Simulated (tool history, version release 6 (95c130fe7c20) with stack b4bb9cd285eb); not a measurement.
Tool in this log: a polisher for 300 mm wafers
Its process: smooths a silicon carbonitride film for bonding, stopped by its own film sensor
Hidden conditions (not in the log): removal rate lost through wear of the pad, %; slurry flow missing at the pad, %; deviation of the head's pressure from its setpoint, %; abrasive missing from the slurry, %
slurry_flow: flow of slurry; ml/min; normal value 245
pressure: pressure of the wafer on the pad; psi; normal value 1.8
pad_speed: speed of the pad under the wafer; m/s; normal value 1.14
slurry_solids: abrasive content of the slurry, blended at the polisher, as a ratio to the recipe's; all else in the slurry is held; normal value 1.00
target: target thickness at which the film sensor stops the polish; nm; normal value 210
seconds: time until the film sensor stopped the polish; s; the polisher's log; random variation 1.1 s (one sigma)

run   hour  slurry_flow  pressure  pad_speed  slurry_solids  target  wafers since the last listed run  wafers polished on this pad  hours since the slurry nozzle was cleaned  hours since the head pressure was calibrated  hours since the slurry blender was calibrated  incoming thickness of the incoming film, nm  seconds
  1    0.0          245       2.0       1.04           1.00     210                                 0                          600                                      306.1                                         460.9                                          241.4                                        237.6     82.9
      15.7  -- worn pad replaced by a new one
  2   16.2          245       2.0       1.04           1.00     210                                96                            3                                      322.3                                         477.1                                          257.6                                        237.2     81.7
  3   21.4          245       1.8       1.14           1.00     210                                41                           45                                      327.5                                         482.3                                          262.8                                        245.1    111.4
      41.4  -- slurry blender recalibrated
  4   62.7          245       1.8       1.14           1.00     210                               312                          357                                      368.8                                         523.6                                           21.3                                        239.1     92.5
  5   68.9          245       1.8       1.14           1.00     210                                49                          406                                      375.0                                         529.8                                           27.5                                        239.5     95.1
      77.8  -- slurry nozzle cleaned
  6   85.8          245       2.0       1.14           1.00     210                               126                          533                                        8.0                                         546.7                                           44.4                                        240.2     87.0
      93.0  -- head pressure recalibrated
  7   98.7          245       2.0       1.14           1.00     210                                86                          619                                       20.9                                           5.7                                           57.3                                        241.0    100.0
     108.1  -- worn pad replaced by a new one
  8  108.6          245       1.8       1.14           1.00     210                                46                            3                                       30.8                                          15.6                                           67.2                                        240.9    111.3
  9  125.0          245       1.8       1.14           1.00     210                               130                          134                                       47.2                                          32.0                                           83.6                                        241.1    109.2
 10  138.3          245       1.8       1.14           1.00     210                               105                          239                                       60.5                                          45.3                                           96.9                                        241.4    111.2
 11  146.3          245       1.8       1.14           1.00     210                                63                          303                                       68.5                                          53.3                                          104.9                                        240.6    107.1
 12  163.5          245       1.8       1.14           1.00     210                               136                          440                                       85.7                                          70.5                                          122.1                                        235.9     90.1
 13  174.7          220       2.0       1.14           1.20     207                                89                          529                                       96.9                                          81.7                                          133.3                                        240.5     98.5
 14  185.9          285       1.8       0.96           1.00     210                                89                          618                                      108.1                                          92.9                                          144.5                                        240.2    111.6
 15  194.6          245       1.8       1.14           1.00     210                                69                          687                                      116.8                                         101.6                                          153.2                                        240.2    101.3
     203.0  -- worn pad replaced by a new one
 16  203.5          245       1.8       1.14           1.00     210                                38                            3                                      125.7                                         110.5                                          162.1                                        243.4    113.7
 17  218.4          245       1.8       1.14           1.00     210                               118                          122                                      140.6                                         125.4                                          177.0                                        241.9    107.5
 18  234.7          245       1.8       1.14           0.85     210                               129                          251                                      156.9                                         141.7                                          193.3                                        238.3    102.5
 19  245.7          245       1.8       0.76           1.00     210                                87                          339                                      167.9                                         152.7                                          204.3                                        240.9    122.9
 20  259.5          245       1.8       1.14           1.00     220                               109                          448                                      181.7                                         166.5                                          218.1                                        239.0     63.2
 21  271.3          245       1.8       0.80           1.00     210                                93                          542                                      193.5                                         178.3                                          229.9                                        239.1    113.1
 22  278.0          245       1.8       1.14           1.00     216                                53                          595                                      200.2                                         185.0                                          236.6                                        237.4     71.5
 23  285.6          285       1.8       1.14           1.25     216                                60                          656                                      207.8                                         192.6                                          244.2                                        237.8     66.3
     292.6  -- worn pad replaced by a new one
 24  299.8          245       1.8       0.96           1.00     210                                81                           57                                      222.0                                         206.8                                          258.4                                        242.1    117.3
 25  305.9          245       1.8       1.14           1.00     210                                48                          105                                      228.1                                         212.9                                          264.5                                        237.0     89.0
 26  320.5          215       1.8       1.14           1.15     210                               116                          221                                      242.7                                         227.5                                          279.1                                        235.4     79.9
 27  337.8          245       2.0       1.04           1.00     210                               137                          359                                      260.0                                         244.8                                          296.4                                        235.9     80.4
     345.2  -- slurry blender recalibrated
 28  352.1          245       1.8       1.14           1.00     210                                97                          457                                      274.3                                         259.1                                            6.9                                        241.5    103.5
 29  360.0          245       1.8       1.44           1.00     213                                62                          519                                      282.2                                         267.0                                           14.8                                        239.6     78.2

Pick out some run-to-run changes in seconds. Of each, how much would a tool without hidden state show as well, from the settings, what came in and chance, and how much is left for the hidden state and any gauge scatter not in both results compared?
Run 6 -> 7: head pressure recalibrated. seconds +13.0 s: hidden state +10.0, all else +3.0.
Run 19 -> 20: pad_speed 0.76 -> 1.14, target 210 -> 220. seconds -59.7 s: hidden state +4.4, all else -64.1.
Run 23 -> 24: slurry_flow 285 -> 245, pad_speed 1.14 -> 0.96, slurry_solids 1.25 -> 1.00, target 216 -> 210, worn pad replaced by a new one. seconds +51.0 s: hidden state -4.9, all else +55.9.
